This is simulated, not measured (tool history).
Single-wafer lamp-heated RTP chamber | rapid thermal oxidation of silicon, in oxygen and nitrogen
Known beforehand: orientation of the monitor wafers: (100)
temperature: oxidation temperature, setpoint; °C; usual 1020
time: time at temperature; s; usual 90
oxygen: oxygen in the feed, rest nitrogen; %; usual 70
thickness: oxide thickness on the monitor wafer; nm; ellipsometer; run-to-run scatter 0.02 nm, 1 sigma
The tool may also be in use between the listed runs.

run   hour  temperature  time  oxygen  wafers since the last listed run  wafers since the last pyrometer calibration  hours since the oxygen flow controller was replaced  hours since the gauge calibration  read-back reference wafer on the same gauge, thickness  thickness
  1      0         1020    79      70                                 0                                         2991                                               3756.4                              205.6                                                   6.677      6.852
  2   15.3         1020    79      70                               129                                         3121                                               3771.7                              220.9                                                   6.676      6.871
  3   63.1         1020    79      70                               403                                         3524                                               3819.5                              268.7                                                   6.681      6.886
  4     71         1020    90      70                                66                                         3591                                               3827.4                              276.6                                                   6.665      7.307
  5   79.9         1020    90      70                                75                                         3666                                               3836.3                              285.5                                                   6.681      7.246
  6   93.7         1020    90      70                               116                                         3782                                               3850.1                              299.3                                                   6.677      7.299
  7  109.3         1027    90      70                               131                                         3914                                               3865.7                              314.9                                                   6.673      7.646
  8  117.1         1020    90      70                                65                                         3980                                               3873.5                              322.7                                                   6.674      7.273
  9  130.4         1020    90      70                               112                                         4092                                               3886.8                                336                                                   6.674       7.29
 10    140         1020    90      70                                81                                         4173                                               3896.4                              345.6                                                   6.667      7.318
     161.8  -- oxygen flow controller replaced
     162.4  -- pyrometer window cleaned and pyrometer calibrated
 11  162.9         1020    90      70                               120                                            3                                                  1.1                              368.5                                                   6.684      7.012
 12    171         1020    90      70                                68                                           72                                                  9.2                              376.6                                                   6.682      7.047
     184.1  -- gauge calibrated
 13  188.2         1020    90      70                               145                                          217                                                 26.4                                4.1                                                   6.673      7.033
 14  204.9         1020    90      50                               140                                          358                                                 43.1                               20.8                                                   6.676      6.269
 15  222.6          997    90      40                               149                                          507                                                 60.8                               38.5                                                    6.68      4.976
 16    231         1020    90      70                                70                                          578                                                 69.2                               46.9                                                   6.666      7.087
 17  247.9         1043    66      97                               142                                          721                                                 86.1                               63.8                                                   6.663      8.162
 18  257.5         1020   112      70                                81                                          802                                                 95.7                               73.4                                                    6.66      7.889
 19  269.8          995    90      70                               103                                          906                                                  108                               85.7                                                   6.672      5.967
 20  286.8         1032    90      97                               143                                         1049                                                  125                              102.7                                                   6.662      8.785
 21  303.8         1020    90      70                               143                                         1193                                                  142                              119.7                                                   6.671      7.212
 22  316.8         1035    90      70                               109                                         1302                                                  155                              132.7                                                    6.67       7.99
 23  324.9         1020    90      62                                68                                         1371                                                163.1                              140.8                                                   6.672      6.858
 24  338.4         1020    90      70                               113                                         1485                                                176.6                              154.3                                                   6.668      7.208
 25  346.3         1020   111      62                                66                                         1552                                                184.5                              162.2                                                    6.67      7.548
 26  358.9         1020    90      70                               106                                         1658                                                197.1                              174.8                                                   6.674      7.195
 27  375.5          993    61      62                               140                                         1798                                                213.7                              191.4                                                   6.659      4.806
 28  390.3         1020   101      70                               124                                         1923                                                228.5                              206.2                                                   6.656      7.599

What if the next run were any one of these 4? Each begins from the tool's condition after run 28:
  A  390.8         1020    90      70                                 4                                         1927                                                  229                              206.7                                                       ?          ?
  B  390.8         1048    90      81                                 4                                         1927                                                  229                              206.7                                                       ?          ?
  C  390.8         1050   115      81                                 4                                         1927                                                  229                              206.7                                                       ?          ?
  D  390.8         1003   111      79                                 4                                         1927                                                  229                              206.7                                                       ?          ?

run  read-back reference wafer on the same gauge, thickness  thickness
  A                                                   6.661      7.219
  B                                                   6.661      9.251
  C                                                   6.661     10.496
  D                                                   6.661       7.33
Stripped of hidden state, with their random variation kept, the same runs would have yielded:
run  thickness
  A      6.957
  B      8.928
  C     10.129
  D      7.056
